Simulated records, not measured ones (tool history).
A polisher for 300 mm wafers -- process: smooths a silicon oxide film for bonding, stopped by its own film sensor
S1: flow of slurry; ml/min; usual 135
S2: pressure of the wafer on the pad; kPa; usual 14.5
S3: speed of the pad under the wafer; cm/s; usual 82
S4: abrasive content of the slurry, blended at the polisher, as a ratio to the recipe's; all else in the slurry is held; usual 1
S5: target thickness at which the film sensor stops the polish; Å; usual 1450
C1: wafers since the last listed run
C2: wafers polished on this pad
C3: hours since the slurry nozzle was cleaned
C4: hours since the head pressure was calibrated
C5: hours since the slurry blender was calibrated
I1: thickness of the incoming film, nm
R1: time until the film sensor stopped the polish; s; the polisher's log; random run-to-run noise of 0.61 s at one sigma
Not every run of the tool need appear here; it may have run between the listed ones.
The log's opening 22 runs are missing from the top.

run,hour,S1,S2,S3,S4,S5,C1,C2,C3,C4,C5,I1,R1
23,2031.8,135,14.5,82,0.7,1450,420,727,211.6,586.4,619.3,189.5,81.6
24,2095.8,135,11.7,62,0.9,1580,438,1166,275.6,650.4,683.3,187,64.2
# hour 2117.6: slurry blender recalibrated
25,2134,135,11.7,82,1,1450,248,1414,313.8,688.6,16.4,186.4,64.2
26,2222.1,135,14.5,110,1,1450,603,2018,401.9,776.7,104.5,192.3,47.6
27,2324.1,135,14.5,66,0.9,1450,699,2717,503.9,878.7,206.5,190.8,71.9
28,2411.6,135,14.5,82,1,1450,599,3317,591.4,966.2,294,190.4,57.2
# hour 2467.3: slurry nozzle cleaned
29,2491.6,135,14.5,82,1,1450,541,3858,24.3,1046.2,374,186,52.4
# hour 2530.2: worn pad replaced by a new one
30,2564.4,135,14.5,108,1,1300,471,234,97.1,1119,446.8,190.6,64.8

Below are 4 alternative next runs, each starting from the tool's condition after run 30. Predict each:
A,2564.8,135,10.3,82,1,1450,2,237,97.5,1119.4,447.2,191.9,?
B,2564.8,135,14.5,82,0.9,1450,2,237,97.5,1119.4,447.2,191.9,?
C,2564.8,165,16.5,102,1,1570,2,237,97.5,1119.4,447.2,191.9,?
D,2564.8,145,14.5,82,0.8,1450,2,237,97.5,1119.4,447.2,191.9,?

run,R1
A,85
B,65.1
C,32.5
D,69.9
Without the tool's hidden state the same runs would have given:
run,R1
A,79.4
B,60.5
C,30.4
D,64.6
